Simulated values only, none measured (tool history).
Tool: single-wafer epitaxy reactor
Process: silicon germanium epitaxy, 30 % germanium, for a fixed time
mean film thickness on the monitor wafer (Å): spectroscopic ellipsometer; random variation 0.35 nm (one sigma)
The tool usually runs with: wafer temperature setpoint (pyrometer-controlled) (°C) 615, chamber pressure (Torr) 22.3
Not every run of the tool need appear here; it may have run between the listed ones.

| run | hour | wafer temperature setpoint (pyrometer-controlled) (°C) | chamber pressure (Torr) | wafers since the last listed run | hours since the last pyrometer calibration | hours since the last manometer calibration | hours since the showerhead was replaced | hours since the gauge calibration | read-back reference wafer on the same gauge, thickness_nm | mean film thickness on the monitor wafer (Å) |
|---|---|---|---|---|---|---|---|---|---|---|
| 1 | 0 | 615 | 22.3 | 0 | 84 | 221.7 | 5155.1 | 1009 | 92.261 | 892.37 |
| 2 | 55.2 | 615 | 22.3 | 668 | 139.2 | 276.9 | 5210.3 | 1064.2 | 92.07 | 891.39 |
| 3 | 143.3 | 615 | 22.3 | 1067 | 227.3 | 365 | 5298.4 | 1152.3 | 92.316 | 886.56 |
| 4 | 226.2 | 615 | 22.3 | 1004 | 310.2 | 447.9 | 5381.3 | 1235.2 | 92.261 | 880.94 |
| 5 | 319.5 | 608 | 22.3 | 1130 | 403.5 | 541.2 | 5474.6 | 1328.5 | 92.127 | 791.95 |
| 6 | 390.6 | 608 | 22.3 | 861 | 474.6 | 612.3 | 5545.7 | 1399.6 | 92.152 | 796.75 |
| 7 | 476.7 | 615 | 22.3 | 1042 | 560.7 | 698.4 | 5631.8 | 1485.7 | 92.119 | 881.85 |
| 8 | 553.5 | 615 | 22.3 | 930 | 637.5 | 775.2 | 5708.6 | 1562.5 | 92.229 | 881.62 |
| 9 | 616.5 | 615 | 22.3 | 763 | 700.5 | 838.2 | 5771.6 | 1625.5 | 92.187 | 879.64 |
| 10 | 679.8 | 615 | 22.3 | 766 | 763.8 | 901.5 | 5834.9 | 1688.8 | 92.171 | 876.08 |
| 11 | 769.4 | 615 | 22.3 | 1085 | 853.4 | 991.1 | 5924.5 | 1778.4 | 92.144 | 882.34 |
|  | 816.8 | capacitance manometer re-zeroed and calibrated |
| 12 | 873.1 | 615 | 22.3 | 1159 | 957.1 | 56.3 | 6028.2 | 1882.1 | 92.287 | 898.81 |
|  | 892.5 | pyrometer calibrated |
|  | 978.9 | showerhead replaced, of another model than before |
| 13 | 979.4 | 622 | 22.3 | 1093 | 86.9 | 162.6 | 0.5 | 1988.4 | 92.165 | 998.47 |
| 14 | 1065 | 615 | 22.3 | 1036 | 172.5 | 248.2 | 86.1 | 2074 | 92.245 | 892.82 |
| 15 | 1113.5 | 615 | 22.3 | 587 | 221 | 296.7 | 134.6 | 2122.5 | 92.173 | 892.47 |
|  | 1175.9 | gauge calibrated |
| 16 | 1177.7 | 615 | 22.3 | 777 | 285.2 | 360.9 | 198.8 | 1.8 | 92.252 | 887.73 |
| 17 | 1368.5 | 615 | 22.3 | 2310 | 476 | 551.7 | 389.6 | 192.6 | 92.221 | 897.45 |
| 18 | 1424.4 | 626 | 25.4 | 677 | 531.9 | 607.6 | 445.5 | 248.5 | 92.177 | 1095.62 |
| 19 | 1531.5 | 609 | 17.4 | 1297 | 639 | 714.7 | 552.6 | 355.6 | 92.209 | 744.28 |
| 20 | 1638.9 | 615 | 22.3 | 1300 | 746.4 | 822.1 | 660 | 463 | 92.368 | 889.04 |
| 21 | 1685.6 | 615 | 22.3 | 565 | 793.1 | 868.8 | 706.7 | 509.7 | 92.282 | 890.4 |
|  | 1701.3 | pyrometer calibrated |
| 22 | 1769.3 | 620 | 24 | 916 | 68 | 952.5 | 790.4 | 593.4 | 92.219 | 983.04 |
| 23 | 1822.2 | 629 | 22.3 | 640 | 120.9 | 1005.4 | 843.3 | 646.3 | 92.257 | 1099.25 |
| 24 | 1869 | 615 | 22.3 | 566 | 167.7 | 1052.2 | 890.1 | 693.1 | 92.092 | 887.48 |
| 25 | 1947.3 | 629 | 26.6 | 948 | 246 | 1130.5 | 968.4 | 771.4 | 92.127 | 1161.03 |
| 26 | 2005.7 | 626 | 22.3 | 707 | 304.4 | 1188.9 | 1026.8 | 829.8 | 92.168 | 1050.5 |
|  | 2043 | capacitance manometer re-zeroed and calibrated |
| 27 | 2085.2 | 608 | 20.6 | 866 | 383.9 | 42.2 | 1106.3 | 909.3 | 92.238 | 784.56 |
| 28 | 2171 | 610 | 22.3 | 1039 | 469.7 | 128 | 1192.1 | 995.1 | 92.168 | 828.44 |
| 29 | 2249.2 | 600 | 18.2 | 947 | 547.9 | 206.2 | 1270.3 | 1073.3 | 92.131 | 656.64 |
| 30 | 2306.4 | 615 | 22.3 | 692 | 605.1 | 263.4 | 1327.5 | 1130.5 | 92.274 | 886.71 |
| 31 | 2388.1 | 627 | 24.1 | 989 | 686.8 | 345.1 | 1409.2 | 1212.2 | 92.205 | 1098.71 |
| 32 | 2495.2 | 610 | 22.3 | 1297 | 793.9 | 452.2 | 1516.3 | 1319.3 | 92.265 | 819.46 |
| 33 | 2545.5 | 615 | 22.3 | 609 | 844.2 | 502.5 | 1566.6 | 1369.6 | 92.176 | 894.02 |
|  | 2648 | pyrometer calibrated |
| 34 | 2648.5 | 608 | 22.3 | 1150 | 0.5 | 605.5 | 1669.6 | 1472.6 | 92.384 | 791.09 |
| 35 | 2693.8 | 611 | 22.3 | 548 | 45.8 | 650.8 | 1714.9 | 1517.9 | 92.291 | 830.88 |

How would selected steps in mean film thickness on the monitor wafer (Å) from run to run divide? Give the signed amount a tool lacking its hidden state would still show from settings, what came in and random variation, and the signed amount left for the hidden state, including any gauge scatter that is not in both of the compared results.
Hidden state present: wafer temperature above the value expected at the setpoint (K); true pressure above the setpoint (%); gauge reads high (%).
Run 11 -> 12: capacitance manometer re-zeroed and calibrated. mean film thickness on the monitor wafer (Å) +16.47: hidden state +17.67, all else -1.2.
Run 18 -> 19: wafer temperature setpoint (pyrometer-controlled) (°C) 626 -> 609, chamber pressure (Torr) 25.4 -> 17.4. mean film thickness on the monitor wafer (Å) -351.34: hidden state +3.28, all else -354.62.
Run 24 -> 25: wafer temperature setpoint (pyrometer-controlled) (°C) 615 -> 629, chamber pressure (Torr) 22.3 -> 26.6. mean film thickness on the monitor wafer (Å) +273.55: hidden state -3.94, all else +277.49.
Run 26 -> 27: wafer temperature setpoint (pyrometer-controlled) (°C) 626 -> 608, chamber pressure (Torr) 22.3 -> 20.6, capacitance manometer re-zeroed and calibrated. mean film thickness on the monitor wafer (Å) -265.94: hidden state +12.47, all else -278.41.
Run 31 -> 32: wafer temperature setpoint (pyrometer-controlled) (°C) 627 -> 610, chamber pressure (Torr) 24.1 -> 22.3. mean film thickness on the monitor wafer (Å) -279.25: hidden state +1.58, all else -280.83.

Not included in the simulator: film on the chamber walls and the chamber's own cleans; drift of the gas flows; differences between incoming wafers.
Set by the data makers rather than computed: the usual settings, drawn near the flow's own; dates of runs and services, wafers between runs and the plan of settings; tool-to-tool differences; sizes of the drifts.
